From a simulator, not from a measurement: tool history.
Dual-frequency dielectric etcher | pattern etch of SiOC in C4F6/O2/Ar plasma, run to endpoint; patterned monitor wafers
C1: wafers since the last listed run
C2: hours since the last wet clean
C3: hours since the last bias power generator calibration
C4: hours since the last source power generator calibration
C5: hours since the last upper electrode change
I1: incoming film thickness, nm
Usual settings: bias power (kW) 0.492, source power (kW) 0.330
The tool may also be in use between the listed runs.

run 1 hour=0.0 | bias_power_(kW)=0.492 source_power_(kW)=0.330 | C1=0 C2=282.0 C3=3260.0 C4=2755.7 C5=1964.3 | I1=32.85 | endpoint_time_(s)=12.9
run 2 hour=56.5 | bias_power_(kW)=0.492 source_power_(kW)=0.330 | C1=927 C2=338.5 C3=3316.5 C4=2812.2 C5=2020.8 | I1=32.65 | endpoint_time_(s)=12.7
run 3 hour=82.7 | bias_power_(kW)=0.492 source_power_(kW)=0.330 | C1=429 C2=364.7 C3=3342.7 C4=2838.4 C5=2047.0 | I1=32.77 | endpoint_time_(s)=12.7
run 4 hour=135.7 | bias_power_(kW)=0.492 source_power_(kW)=0.330 | C1=869 C2=417.7 C3=3395.7 C4=2891.4 C5=2100.0 | I1=32.70 | endpoint_time_(s)=12.5
run 5 hour=176.7 | bias_power_(kW)=0.542 source_power_(kW)=0.280 | C1=672 C2=458.7 C3=3436.7 C4=2932.4 C5=2141.0 | I1=32.82 | endpoint_time_(s)=12.5
-- hour=225.5 wet clean of the chamber
run 6 hour=237.0 | bias_power_(kW)=0.542 source_power_(kW)=0.280 | C1=595 C2=11.5 C3=3497.0 C4=2992.7 C5=2201.3 | I1=32.74 | endpoint_time_(s)=12.9
run 7 hour=299.1 | bias_power_(kW)=0.492 source_power_(kW)=0.330 | C1=1018 C2=73.6 C3=3559.1 C4=3054.8 C5=2263.4 | I1=32.91 | endpoint_time_(s)=13.1
run 8 hour=343.1 | bias_power_(kW)=0.593 source_power_(kW)=0.260 | C1=721 C2=117.6 C3=3603.1 C4=3098.8 C5=2307.4 | I1=32.93 | endpoint_time_(s)=12.6
-- hour=407.5 upper electrode replaced
run 9 hour=408.0 | bias_power_(kW)=0.531 source_power_(kW)=0.330 | C1=671 C2=182.5 C3=3668.0 C4=3163.7 C5=0.5 | I1=32.62 | endpoint_time_(s)=12.4
-- hour=426.4 source power generator calibrated
run 10 hour=436.9 | bias_power_(kW)=0.415 source_power_(kW)=0.250 | C1=408 C2=211.4 C3=3696.9 C4=10.5 C5=29.4 | I1=32.64 | endpoint_time_(s)=14.8
run 11 hour=466.2 | bias_power_(kW)=0.448 source_power_(kW)=0.330 | C1=480 C2=240.7 C3=3726.2 C4=39.8 C5=58.7 | I1=32.82 | endpoint_time_(s)=13.5
-- hour=484.9 bias power generator calibrated
run 12 hour=506.3 | bias_power_(kW)=0.492 source_power_(kW)=0.330 | C1=592 C2=280.8 C3=21.4 C4=79.9 C5=98.8 | I1=33.20 | endpoint_time_(s)=13.0
run 13 hour=560.7 | bias_power_(kW)=0.531 source_power_(kW)=0.330 | C1=892 C2=335.2 C3=75.8 C4=134.3 C5=153.2 | I1=32.64 | endpoint_time_(s)=12.2
run 14 hour=591.3 | bias_power_(kW)=0.492 source_power_(kW)=0.330 | C1=502 C2=365.8 C3=106.4 C4=164.9 C5=183.8 | I1=32.78 | endpoint_time_(s)=12.8
run 15 hour=629.0 | bias_power_(kW)=0.374 source_power_(kW)=0.380 | C1=618 C2=403.5 C3=144.1 C4=202.6 C5=221.5 | I1=32.53 | endpoint_time_(s)=14.0

Forecast each of these 4 alternatives for the next run:
run A hour=629.4 | bias_power_(kW)=0.492 source_power_(kW)=0.270 | C1=6 C2=403.9 C3=144.5 C4=203.0 C5=221.9 | I1=32.75 | endpoint_time_(s)=?
run B hour=629.4 | bias_power_(kW)=0.460 source_power_(kW)=0.300 | C1=6 C2=403.9 C3=144.5 C4=203.0 C5=221.9 | I1=32.75 | endpoint_time_(s)=?
run C hour=629.4 | bias_power_(kW)=0.387 source_power_(kW)=0.250 | C1=6 C2=403.9 C3=144.5 C4=203.0 C5=221.9 | I1=32.75 | endpoint_time_(s)=?
run D hour=629.4 | bias_power_(kW)=0.565 source_power_(kW)=0.290 | C1=6 C2=403.9 C3=144.5 C4=203.0 C5=221.9 | I1=32.75 | endpoint_time_(s)=?

run=A endpoint_time_(s)=13.1
run=B endpoint_time_(s)=13.3
run=C endpoint_time_(s)=15.1
run=D endpoint_time_(s)=12.0
Without the tool's hidden state the same runs would have given:
run=A endpoint_time_(s)=13.7
run=B endpoint_time_(s)=13.9
run=C endpoint_time_(s)=15.8
run=D endpoint_time_(s)=12.6
